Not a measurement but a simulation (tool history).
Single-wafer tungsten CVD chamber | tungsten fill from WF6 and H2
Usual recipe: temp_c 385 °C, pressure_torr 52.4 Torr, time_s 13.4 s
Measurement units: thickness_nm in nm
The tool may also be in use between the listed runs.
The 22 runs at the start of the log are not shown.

run,hour,temp_c,pressure_torr,time_s,wafers since the last listed run,hours since the last thermocouple change,hours since the last manometer calibration,hours since the showerhead was replaced,hours since the gauge calibration,"read-back reference wafer on the same gauge, thickness_nm",thickness_nm
23,1366.6,394,61.8,12.6,1346,520.8,3107,275.7,736.3,35.073,45.14
24,1431.8,385,52.4,14.7,1390,586,3172.2,340.9,801.5,35.126,42.108
# hour 1443.4: capacitance manometer re-zeroed and calibrated
25,1497,371,52.4,15.3,1220,651.2,53.6,406.1,866.7,35.191,34.243
26,1524.8,385,52.4,13.4,593,679,81.4,433.9,894.5,35.138,38.313
27,1585.1,385,48.7,13.4,1286,739.3,141.7,494.2,954.8,35.27,37.233
28,1642.4,385,52.4,11.2,1222,796.6,199,551.5,1012.1,35.264,32.172
29,1698.1,376,63.7,13.4,1188,852.3,254.7,607.2,1067.8,35.295,35.644
30,1752,381,52.4,15.6,1149,906.2,308.6,661.1,1121.7,35.262,42.047
31,1810.2,376,42.6,15.1,1241,964.4,366.8,719.3,1179.9,35.322,34.049
32,1840.7,389,52.4,13.4,650,994.9,397.3,749.8,1210.4,35.348,41.392
33,1895.9,385,52.4,13.4,1177,1050.1,452.5,805,1265.6,35.397,38.368
34,1950.7,385,57.1,11.2,1168,1104.9,507.3,859.8,1320.4,35.439,33.51

Predict each of these 4 candidate next runs independently; none follows another, all start after run 34:
A,1951.1,385,52.4,13.4,8,1105.3,507.7,860.2,1320.8,?,?
B,1951.1,397,42.2,12.1,8,1105.3,507.7,860.2,1320.8,?,?
C,1951.1,399,52.4,15.5,8,1105.3,507.7,860.2,1320.8,?,?
D,1951.1,385,52.4,15,8,1105.3,507.7,860.2,1320.8,?,?

run,"read-back reference wafer on the same gauge, thickness_nm",thickness_nm
A,35.384,38.953
B,35.384,39.254
C,35.384,57.127
D,35.384,43.626
Without the tool's unlogged condition, the same runs would have read:
run,thickness_nm
A,37.632
B,37.923
C,55.19
D,42.146

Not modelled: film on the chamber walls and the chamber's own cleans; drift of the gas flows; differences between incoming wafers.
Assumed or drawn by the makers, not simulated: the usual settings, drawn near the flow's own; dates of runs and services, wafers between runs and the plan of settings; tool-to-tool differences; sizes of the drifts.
